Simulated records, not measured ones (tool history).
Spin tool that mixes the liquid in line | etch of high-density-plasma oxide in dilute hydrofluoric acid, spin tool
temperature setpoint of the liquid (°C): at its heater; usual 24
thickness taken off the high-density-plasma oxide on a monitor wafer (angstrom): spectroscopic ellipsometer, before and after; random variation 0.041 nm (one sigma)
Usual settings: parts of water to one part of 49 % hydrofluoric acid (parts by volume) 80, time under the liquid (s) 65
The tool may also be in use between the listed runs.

run     day  temperature setpoint of the liquid (°C)  parts of water to one part of 49 % hydrofluoric acid (parts by volume)  time under the liquid (s)  wafers since the last listed run  hours since the thermometer was replaced  hours since the hydrofluoric acid flow meter was replaced  hours since the gauge calibration  read-back film thickness of the high-density-plasma oxide reference wafer, read on the same gauge (nm)  thickness taken off the high-density-plasma oxide on a monitor wafer (angstrom)
  1       0                                       24                                                                      90                         85                                 0                                    2048.1                                                      393.5                              258.2                                                                                                   70.01                                                                             66.9
  2   1.033                                       24                                                                      90                         85                               195                                    2072.9                                                      418.3                                283                                                                                                      70                                                                             67.1
  3   2.979                                       24                                                                      90                         85                               368                                    2119.6                                                        465                              329.7                                                                                                   70.02                                                                             67.6
  4   4.379                                       24                                                                      80                         65                               264                                    2153.2                                                      498.6                              363.3                                                                                                   69.98                                                                             58.3
  5   5.638                                       24                                                                      80                         65                               237                                    2183.4                                                      528.8                              393.5                                                                                                      70                                                                             58.7
  6   7.592                                       24                                                                      80                         65                               369                                    2230.3                                                      575.7                              440.4                                                                                                   69.98                                                                             58.3
  7   9.746                                       24                                                                      80                         65                               407                                      2282                                                      627.4                              492.1                                                                                                   69.99                                                                             58.8
  8  12.025                                       24                                                                      80                         65                               431                                    2336.7                                                      682.1                              546.8                                                                                                      70                                                                             59.5
  9  15.004                                       24                                                                      95                         65                               563                                    2408.2                                                      753.6                              618.3                                                                                                   69.99                                                                             48.7
 10  16.438                                       24                                                                      80                         65                               271                                    2442.6                                                        788                              652.7                                                                                                   70.01                                                                             59.1
 11  17.838                                       24                                                                      80                         65                               264                                    2476.2                                                      821.6                              686.3                                                                                                   69.99                                                                             59.2
 12  20.671                                       24                                                                      80                         65                               535                                    2544.2                                                      889.6                              754.3                                                                                                      70                                                                             59.2
 13  22.621                                       24                                                                      80                         65                               368                                      2591                                                      936.4                              801.1                                                                                                   70.02                                                                             58.6
 14  23.917                                     27.5                                                                      45                         30                               245                                    2622.1                                                      967.5                              832.2                                                                                                   70.01                                                                             58.8
     25.575  -- thermometer replaced
     26.217  -- hydrofluoric acid flow meter replaced
 15  26.362                                     27.5                                                                     120                         30                               446                                      18.9                                                        3.5                              890.9                                                                                                   69.99                                                                             20.3
 16  28.246                                       21                                                                      80                        105                               356                                      64.1                                                       48.7                              936.1                                                                                                      70                                                                             87.6
     29.583  -- gauge calibrated
 17  30.692                                     19.5                                                                      55                         35                               462                                     122.8                                                      107.4                               26.6                                                                                                   69.98                                                                             41.4
 18  32.833                                       24                                                                      80                         65                               405                                     174.2                                                      158.8                                 78                                                                                                      70                                                                             60.6
 19  34.088                                       24                                                                      80                         65                               237                                     204.3                                                      188.9                              108.1                                                                                                   70.02                                                                             61.4

The next listed run, before its measurement:
 20  36.512                                     20.5                                                                      55                         50                               458                                     262.5                                                      247.1                              166.3                                                                                                       ?                                                                                ?

read-back film thickness of the high-density-plasma oxide reference wafer, read on the same gauge (nm): 70
thickness taken off the high-density-plasma oxide on a monitor wafer (angstrom): 60.8
Without the tool's hidden state the same run would have given thickness taken off the high-density-plasma oxide on a monitor wafer (angstrom) 60.4.
